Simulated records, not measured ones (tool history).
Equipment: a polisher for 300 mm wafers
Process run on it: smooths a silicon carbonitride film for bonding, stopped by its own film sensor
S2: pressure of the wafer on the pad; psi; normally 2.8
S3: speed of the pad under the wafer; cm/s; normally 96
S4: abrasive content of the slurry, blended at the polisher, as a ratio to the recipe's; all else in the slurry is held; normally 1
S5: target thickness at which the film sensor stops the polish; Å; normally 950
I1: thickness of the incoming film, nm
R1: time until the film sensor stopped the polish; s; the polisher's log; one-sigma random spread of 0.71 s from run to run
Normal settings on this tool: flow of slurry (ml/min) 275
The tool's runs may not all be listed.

Run 1, hour 0: usual settings but S3 120 cm/s, S4 0.8; I1 121.2. Result: R1 89.3 s.
Run 2, hour 74.1: usual settings but S3 120 cm/s, S4 0.8; I1 121.6. Result: R1 92.6 s.
At hour 121.4: head pressure recalibrated.
Run 3, hour 146: usual settings but flow of slurry (ml/min) 220, S5 880 Å; I1 119.8. Result: R1 128.6 s.
At hour 168.7: worn pad replaced by a new one.
At hour 208.8: slurry nozzle cleaned.
Run 4, hour 214.2: usual settings; I1 121.6. Result: R1 93.7 s.
At hour 293.8: slurry blender recalibrated.
Run 5, hour 379.9: usual settings; I1 119.9. Result: R1 87.5 s.
Run 6, hour 453.4: usual settings but S2 1.8 psi, S5 1010 Å; I1 120.1. Result: R1 103.4 s.
Run 7, hour 522: usual settings; I1 119.4. Result: R1 85.9 s.
Run 8, hour 575.9: usual settings but S2 2.1 psi, S3 124 cm/s, S5 890 Å; I1 120.5. Result: R1 124.6 s.
Run 9, hour 637.8: usual settings but S2 2.1 psi; I1 121.8. Result: R1 128.1 s.
Run 10, hour 724.4: usual settings but flow of slurry (ml/min) 215, S2 3.6 psi; I1 121.1. Result: R1 78.2 s.
Run 11, hour 811.2: usual settings but flow of slurry (ml/min) 320, S4 1.1, S5 1000 Å; I1 119.5. Result: R1 68.5 s.
At hour 853.1: slurry nozzle cleaned.
Run 12, hour 875.8: usual settings; I1 120.3. Result: R1 87.8 s.
Run 13, hour 922.2: usual settings but S4 1.15, S5 920 Å; I1 119.7. Result: R1 93.2 s.
At hour 926.6: slurry blender recalibrated.
At hour 928.5: worn pad replaced by a new one.
Run 14, hour 1017.9: usual settings; I1 118.7. Result: R1 83.1 s.
Run 15, hour 1121: usual settings but flow of slurry (ml/min) 185, S5 1040 Å; I1 121.4. Result: R1 64.6 s.
At hour 1300.2: head pressure recalibrated.
Run 16, hour 1420.8: usual settings but S2 1.8 psi, S5 1010 Å; I1 118.7. Result: R1 100.8 s.
Run 17, hour 1511: usual settings but flow of slurry (ml/min) 240, S2 2.4 psi; I1 120.8. Result: R1 115.3 s.
At hour 1546.5: slurry nozzle cleaned.
Run 18, hour 1553.9: usual settings; I1 120.3. Result: R1 87.1 s.
Run 19, hour 1604.6: usual settings but flow of slurry (ml/min) 370; I1 121.6. Result: R1 89.7 s.
Run 20, hour 1649.6: usual settings; I1 122.6. Result: R1 95.1 s.
At hour 1667.1: slurry blender recalibrated.
At hour 1701.9: worn pad replaced by a new one.
Run 21, hour 1702.4: usual settings; I1 118. Result: R1 79.4 s.
Run 22, hour 1785.3: usual settings but S2 2.3 psi, S3 114 cm/s; I1 120. Result: R1 94.3 s.
Run 23, hour 1858.8: usual settings; I1 121.1. Result: R1 91.8 s.
Run 24, hour 1900.5: usual settings but flow of slurry (ml/min) 340, S2 3.7 psi; I1 117.7. Result: R1 58.9 s.
Run 25, hour 2004.3: usual settings; I1 119.8. Result: R1 89.8 s.
Run 26, hour 2063.3: usual settings but S2 2.2 psi, S3 84 cm/s, S4 1.1; I1 120.3. Result: R1 122.5 s.
Run 27, hour 2117.8: usual settings; I1 120.5. Result: R1 91.4 s.
At hour 2154.8: slurry nozzle cleaned.
Run 28, hour 2161.9: usual settings but S4 1.25; I1 117.4. Result: R1 72.4 s.
Run 29, hour 2219.2: usual settings but S2 2 psi, S3 106 cm/s; I1 122.2. Result: R1 123.3 s.

Here are 5 independent what-if runs from the current tool condition. What would each one return?
Run A, hour 2219.6: usual settings but flow of slurry (ml/min) 205; I1 118.5. Result: R1 ?.
Run B, hour 2219.6: usual settings but S5 910 Å; I1 118.5. Result: R1 ?.
Run C, hour 2219.6: usual settings but flow of slurry (ml/min) 330, S3 80 cm/s; I1 118.5. Result: R1 ?.
Run D, hour 2219.6: usual settings but S3 110 cm/s; I1 118.5. Result: R1 ?.
Run E, hour 2219.6: usual settings but flow of slurry (ml/min) 335; I1 118.5. Result: R1 ?.

run    R1
  A  84.8
  B  95.5
  C  90.2
  D  74.6
  E  80.1
What these runs would have given with no unlogged condition in the tool:
run    R1
  A  84.6
  B  95.3
  C    90
  D  74.4
  E  79.9
